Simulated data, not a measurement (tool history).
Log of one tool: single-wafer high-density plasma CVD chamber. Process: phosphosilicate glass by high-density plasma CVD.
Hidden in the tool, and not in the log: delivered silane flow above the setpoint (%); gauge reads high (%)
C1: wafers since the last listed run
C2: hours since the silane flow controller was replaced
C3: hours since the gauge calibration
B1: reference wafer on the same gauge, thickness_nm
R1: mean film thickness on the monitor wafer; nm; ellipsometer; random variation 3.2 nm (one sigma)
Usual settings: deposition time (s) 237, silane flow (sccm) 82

run 1 hour=0.0 | deposition_time_(s)=209 silane_flow_(sccm)=82 | C1=0 C2=2273.1 C3=104.4 | B1=2479.926 | R1=1781.558
run 2 hour=10.3 | deposition_time_(s)=237 silane_flow_(sccm)=82 | C1=60 C2=2283.4 C3=114.7 | B1=2479.818 | R1=2011.307
run 3 hour=17.3 | deposition_time_(s)=237 silane_flow_(sccm)=82 | C1=41 C2=2290.4 C3=121.7 | B1=2480.475 | R1=2017.966
run 4 hour=34.7 | deposition_time_(s)=237 silane_flow_(sccm)=82 | C1=102 C2=2307.8 C3=139.1 | B1=2479.500 | R1=2011.981
run 5 hour=41.1 | deposition_time_(s)=237 silane_flow_(sccm)=82 | C1=37 C2=2314.2 C3=145.5 | B1=2479.495 | R1=2013.936
run 6 hour=49.2 | deposition_time_(s)=237 silane_flow_(sccm)=82 | C1=47 C2=2322.3 C3=153.6 | B1=2479.174 | R1=2010.294
run 7 hour=56.9 | deposition_time_(s)=237 silane_flow_(sccm)=75 | C1=45 C2=2330.0 C3=161.3 | B1=2478.807 | R1=1856.729
run 8 hour=71.5 | deposition_time_(s)=237 silane_flow_(sccm)=82 | C1=85 C2=2344.6 C3=175.9 | B1=2480.272 | R1=2012.078
run 9 hour=86.9 | deposition_time_(s)=237 silane_flow_(sccm)=82 | C1=90 C2=2360.0 C3=191.3 | B1=2479.551 | R1=2004.420
run 10 hour=95.8 | deposition_time_(s)=237 silane_flow_(sccm)=82 | C1=52 C2=2368.9 C3=200.2 | B1=2480.744 | R1=2007.772
run 11 hour=112.9 | deposition_time_(s)=237 silane_flow_(sccm)=82 | C1=100 C2=2386.0 C3=217.3 | B1=2480.014 | R1=2001.158
-- hour=140.4 silane flow controller replaced
-- hour=143.6 gauge calibrated
run 12 hour=148.6 | deposition_time_(s)=265 silane_flow_(sccm)=82 | C1=162 C2=8.2 C3=5.0 | B1=2478.222 | R1=2357.525
run 13 hour=160.6 | deposition_time_(s)=221 silane_flow_(sccm)=66 | C1=70 C2=20.2 C3=17.0 | B1=2480.479 | R1=1644.082
run 14 hour=172.4 | deposition_time_(s)=237 silane_flow_(sccm)=82 | C1=69 C2=32.0 C3=28.8 | B1=2480.040 | R1=2108.247
run 15 hour=184.0 | deposition_time_(s)=237 silane_flow_(sccm)=93 | C1=68 C2=43.6 C3=40.4 | B1=2480.194 | R1=2346.704
run 16 hour=199.9 | deposition_time_(s)=256 silane_flow_(sccm)=71 | C1=93 C2=59.5 C3=56.3 | B1=2481.135 | R1=2020.286
run 17 hour=210.5 | deposition_time_(s)=265 silane_flow_(sccm)=82 | C1=62 C2=70.1 C3=66.9 | B1=2478.356 | R1=2357.736
run 18 hour=217.8 | deposition_time_(s)=252 silane_flow_(sccm)=96 | C1=42 C2=77.4 C3=74.2 | B1=2480.248 | R1=2565.445

Forecast run 19:
run 19 hour=224.3 | deposition_time_(s)=281 silane_flow_(sccm)=92 | C1=38 C2=83.9 C3=80.7 | B1=? | R1=?

B1: 2480.230
R1: 2761.399 nm
Without the tool's hidden state the same run would have given R1 2767.873 nm.
